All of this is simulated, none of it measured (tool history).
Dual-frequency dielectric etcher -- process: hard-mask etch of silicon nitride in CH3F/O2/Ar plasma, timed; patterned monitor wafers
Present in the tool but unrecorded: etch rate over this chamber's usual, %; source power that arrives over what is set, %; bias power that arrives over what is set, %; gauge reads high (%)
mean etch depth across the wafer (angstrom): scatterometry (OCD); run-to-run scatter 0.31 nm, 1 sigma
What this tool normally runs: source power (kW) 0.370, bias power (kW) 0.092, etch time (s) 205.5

run	day	source power (kW)	bias power (kW)	etch time (s)	wafers since the last listed run	hours since the last wet clean	hours since the last source power generator calibration	hours since the last bias power generator calibration	hours since the last upper electrode change	hours since the gauge calibration	read-back reference wafer on the same gauge, depth_nm	mean etch depth across the wafer (angstrom)
1	0.000	0.400	0.092	205.5	0	280.6	5469.5	1692.8	660.5	1086.9	158.0	1487
# day 1.079: source power generator calibrated
2	1.946	0.400	0.092	205.5	409	327.3	20.8	1739.5	707.2	1133.6	158.0	1486
3	4.350	0.400	0.092	205.5	553	385.0	78.5	1797.2	764.9	1191.3	158.0	1486
# day 4.933: bias power generator calibrated
4	8.054	0.370	0.092	205.5	814	473.9	167.4	74.9	853.8	1280.2	157.9	1434
5	10.258	0.370	0.092	205.5	507	526.8	220.3	127.8	906.7	1333.1	157.9	1438
# day 13.942: wet clean of the chamber
6	14.750	0.370	0.092	205.5	804	19.4	328.1	235.6	1014.5	1440.9	158.0	1437
7	17.125	0.370	0.092	205.5	546	76.4	385.1	292.6	1071.5	1497.9	158.0	1444
8	24.938	0.370	0.092	205.5	1799	263.9	572.6	480.1	1259.0	1685.4	158.0	1440
9	27.400	0.370	0.092	205.5	567	323.0	631.7	539.2	1318.1	1744.5	158.0	1438
10	31.367	0.300	0.086	205.5	913	418.2	726.9	634.4	1413.3	1839.7	158.0	1305
# day 33.825: gauge calibrated
11	35.204	0.340	0.076	165.0	883	510.3	819.0	726.5	1505.4	33.1	157.9	1035
12	37.554	0.370	0.092	205.5	541	566.7	875.4	782.9	1561.8	89.5	157.9	1442
13	40.767	0.340	0.110	265.5	739	643.8	952.5	860.0	1638.9	166.6	158.0	1959
# day 44.442: wet clean of the chamber
14	45.242	0.370	0.092	205.5	800	19.2	1059.9	967.4	1746.3	274.0	158.0	1441
15	47.825	0.370	0.092	205.5	594	81.2	1121.9	1029.4	1808.3	336.0	157.9	1445
16	49.821	0.370	0.070	263.5	459	129.1	1169.8	1077.3	1856.2	383.9	158.0	1652
17	53.738	0.370	0.092	239.5	901	223.1	1263.8	1171.3	1950.2	477.9	157.9	1683
18	57.979	0.400	0.077	225.5	976	324.9	1365.6	1273.1	2052.0	579.7	158.0	1509
19	61.000	0.450	0.101	265.5	695	397.4	1438.1	1345.6	2124.5	652.2	158.0	2072
# day 63.575: upper electrode replaced
20	65.008	0.310	0.071	231.0	692	493.6	1534.3	1441.8	34.4	748.4	158.0	1375
21	67.554	0.400	0.092	181.0	586	554.7	1595.4	1502.9	95.5	809.5	158.0	1305
22	69.383	0.450	0.092	242.0	421	598.6	1639.3	1546.8	139.4	853.4	158.1	1813
# day 71.700: wet clean of the chamber
23	72.900	0.370	0.092	205.5	579	28.8	1723.7	1631.2	223.8	937.8	158.0	1447

What will run 24 give?
24	76.167	0.370	0.100	240.0	752	107.2	1802.1	1709.6	302.2	1016.2	?	?

Run 24 came out at read-back reference wafer on the same gauge, depth_nm 158.0, mean etch depth across the wafer (angstrom) 1752.
Were there no unlogged condition in the tool, this run, its random variation unchanged, would have produced mean etch depth across the wafer (angstrom) 1739.

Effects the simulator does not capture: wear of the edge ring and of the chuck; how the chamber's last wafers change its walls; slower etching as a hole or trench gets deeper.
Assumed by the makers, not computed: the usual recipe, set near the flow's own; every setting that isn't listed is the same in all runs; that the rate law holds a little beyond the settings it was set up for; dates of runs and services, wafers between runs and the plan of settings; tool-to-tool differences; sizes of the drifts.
